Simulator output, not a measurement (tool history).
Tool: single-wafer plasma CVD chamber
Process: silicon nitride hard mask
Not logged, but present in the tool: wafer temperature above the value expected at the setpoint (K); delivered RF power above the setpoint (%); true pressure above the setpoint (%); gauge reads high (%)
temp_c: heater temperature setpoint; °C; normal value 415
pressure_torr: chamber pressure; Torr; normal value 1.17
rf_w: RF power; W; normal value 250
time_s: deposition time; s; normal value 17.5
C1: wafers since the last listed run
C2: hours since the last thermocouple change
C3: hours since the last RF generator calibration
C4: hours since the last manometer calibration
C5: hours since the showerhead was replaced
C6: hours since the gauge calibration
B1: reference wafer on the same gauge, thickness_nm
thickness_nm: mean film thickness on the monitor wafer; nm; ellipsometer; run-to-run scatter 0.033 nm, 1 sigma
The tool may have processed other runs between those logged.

Run 1, hour 0.0: usual settings but pressure_torr 0.98 Torr; C1 0; C2 589.3; C3 865.6; C4 1551.1; C5 7956.5; C6 794.2; B1 17.498. Result: thickness_nm 14.639 nm.
Run 2, hour 86.5: usual settings but pressure_torr 0.98 Torr; C1 2148; C2 675.8; C3 952.1; C4 1637.6; C5 8043.0; C6 880.7; B1 17.491. Result: thickness_nm 14.600 nm.
Run 3, hour 156.6: usual settings; C1 1741; C2 745.9; C3 1022.2; C4 1707.7; C5 8113.1; C6 950.8; B1 17.502. Result: thickness_nm 15.259 nm.
Run 4, hour 293.1: usual settings; C1 3390; C2 882.4; C3 1158.7; C4 1844.2; C5 8249.6; C6 1087.3; B1 17.504. Result: thickness_nm 15.186 nm.
Run 5, hour 352.7: usual settings but temp_c 423 °C; C1 1480; C2 942.0; C3 1218.3; C4 1903.8; C5 8309.2; C6 1146.9; B1 17.491. Result: thickness_nm 15.140 nm.
At hour 384.0: showerhead replaced.
Run 6, hour 389.2: usual settings but temp_c 423 °C; C1 707; C2 978.5; C3 1254.8; C4 1940.3; C5 5.2; C6 1183.4; B1 17.505. Result: thickness_nm 15.141 nm.
Run 7, hour 448.9: usual settings but pressure_torr 1.36 Torr; C1 1482; C2 1038.2; C3 1314.5; C4 2000.0; C5 64.9; C6 1243.1; B1 17.497. Result: thickness_nm 15.685 nm.
Run 8, hour 515.0: usual settings but pressure_torr 1.36 Torr; C1 1641; C2 1104.3; C3 1380.6; C4 2066.1; C5 131.0; C6 1309.2; B1 17.496. Result: thickness_nm 15.753 nm.
Run 9, hour 551.9: usual settings but pressure_torr 1.36 Torr; C1 916; C2 1141.2; C3 1417.5; C4 2103.0; C5 167.9; C6 1346.1; B1 17.506. Result: thickness_nm 15.802 nm.
Run 10, hour 639.0: usual settings; C1 2163; C2 1228.3; C3 1504.6; C4 2190.1; C5 255.0; C6 1433.2; B1 17.509. Result: thickness_nm 15.249 nm.
Run 11, hour 680.3: usual settings but pressure_torr 0.99 Torr; C1 1025; C2 1269.6; C3 1545.9; C4 2231.4; C5 296.3; C6 1474.5; B1 17.497. Result: thickness_nm 14.641 nm.
Run 12, hour 765.4: usual settings but temp_c 407 °C, rf_w 235 W, time_s 21.0 s; C1 2113; C2 1354.7; C3 1631.0; C4 2316.5; C5 381.4; C6 1559.6; B1 17.497. Result: thickness_nm 17.512 nm.
At hour 798.5: capacitance manometer re-zeroed and calibrated.
At hour 811.7: RF generator calibrated.
Run 13, hour 866.4: usual settings; C1 2111; C2 1455.7; C3 54.7; C4 67.9; C5 482.4; C6 1660.6; B1 17.494. Result: thickness_nm 15.187 nm.
Run 14, hour 928.9: usual settings but temp_c 425 °C; C1 1552; C2 1518.2; C3 117.2; C4 130.4; C5 544.9; C6 1723.1; B1 17.492. Result: thickness_nm 15.150 nm.
Run 15, hour 988.7: usual settings; C1 1485; C2 1578.0; C3 177.0; C4 190.2; C5 604.7; C6 1782.9; B1 17.510. Result: thickness_nm 15.233 nm.
Run 16, hour 1042.1: usual settings but rf_w 210 W, time_s 19.6 s; C1 1326; C2 1631.4; C3 230.4; C4 243.6; C5 658.1; C6 1836.3; B1 17.502. Result: thickness_nm 14.936 nm.
Run 17, hour 1353.8: usual settings but temp_c 427 °C, rf_w 215 W; C1 7742; C2 1943.1; C3 542.1; C4 555.3; C5 969.8; C6 2148.0; B1 17.508. Result: thickness_nm 13.581 nm.
Run 18, hour 1453.0: usual settings but temp_c 424 °C, time_s 16.5 s; C1 2463; C2 2042.3; C3 641.3; C4 654.5; C5 1069.0; C6 2247.2; B1 17.508. Result: thickness_nm 14.277 nm.
Run 19, hour 1533.4: usual settings but rf_w 235 W; C1 1996; C2 2122.7; C3 721.7; C4 734.9; C5 1149.4; C6 2327.6; B1 17.507. Result: thickness_nm 14.578 nm.
Run 20, hour 1710.7: usual settings but rf_w 270 W, time_s 15.7 s; C1 4403; C2 2300.0; C3 899.0; C4 912.2; C5 1326.7; C6 2504.9; B1 17.495. Result: thickness_nm 14.393 nm.
At hour 1751.5: thermocouple changed; heater temperature recalibrated.
At hour 1769.2: gauge calibrated.
Run 21, hour 1771.5: usual settings; C1 1311; C2 20.0; C3 959.8; C4 973.0; C5 1387.5; C6 2.3; B1 17.513. Result: thickness_nm 15.229 nm.
Run 22, hour 1847.4: usual settings but pressure_torr 1.31 Torr, rf_w 200 W, time_s 20.9 s; C1 1885; C2 95.9; C3 1035.7; C4 1048.9; C5 1463.4; C6 78.2; B1 17.500. Result: thickness_nm 15.743 nm.
Run 23, hour 2167.6: usual settings but pressure_torr 1.00 Torr, rf_w 215 W, time_s 19.4 s; C1 7953; C2 416.1; C3 1355.9; C4 1369.1; C5 1783.6; C6 398.4; B1 17.488. Result: thickness_nm 14.562 nm.
Run 24, hour 2245.7: usual settings; C1 1939; C2 494.2; C3 1434.0; C4 1447.2; C5 1861.7; C6 476.5; B1 17.497. Result: thickness_nm 15.228 nm.
At hour 2266.1: RF generator calibrated.
Run 25, hour 2300.9: usual settings but rf_w 280 W, time_s 16.3 s; C1 1172; C2 549.4; C3 34.8; C4 1502.4; C5 1916.9; C6 531.7; B1 17.502. Result: thickness_nm 15.323 nm.
Run 26, hour 2391.4: usual settings but rf_w 220 W; C1 2247; C2 639.9; C3 125.3; C4 1592.9; C5 2007.4; C6 622.2; B1 17.491. Result: thickness_nm 13.868 nm.
Run 27, hour 2450.4: usual settings but time_s 16.1 s; C1 1465; C2 698.9; C3 184.3; C4 1651.9; C5 2066.4; C6 681.2; B1 17.504. Result: thickness_nm 14.002 nm.
Run 28, hour 2531.4: usual settings but temp_c 424 °C, rf_w 295 W, time_s 20.0 s; C1 2011; C2 779.9; C3 265.3; C4 1732.9; C5 2147.4; C6 762.2; B1 17.503. Result: thickness_nm 19.494 nm.

Exercise: give the hidden state of the tool at every run:
wafer temperature above the value expected at the setpoint (K): 0 on each run
delivered RF power above the setpoint (%): 0 on each run
true pressure above the setpoint (%): 0 on each run
gauge reads high (%): 0 on each run
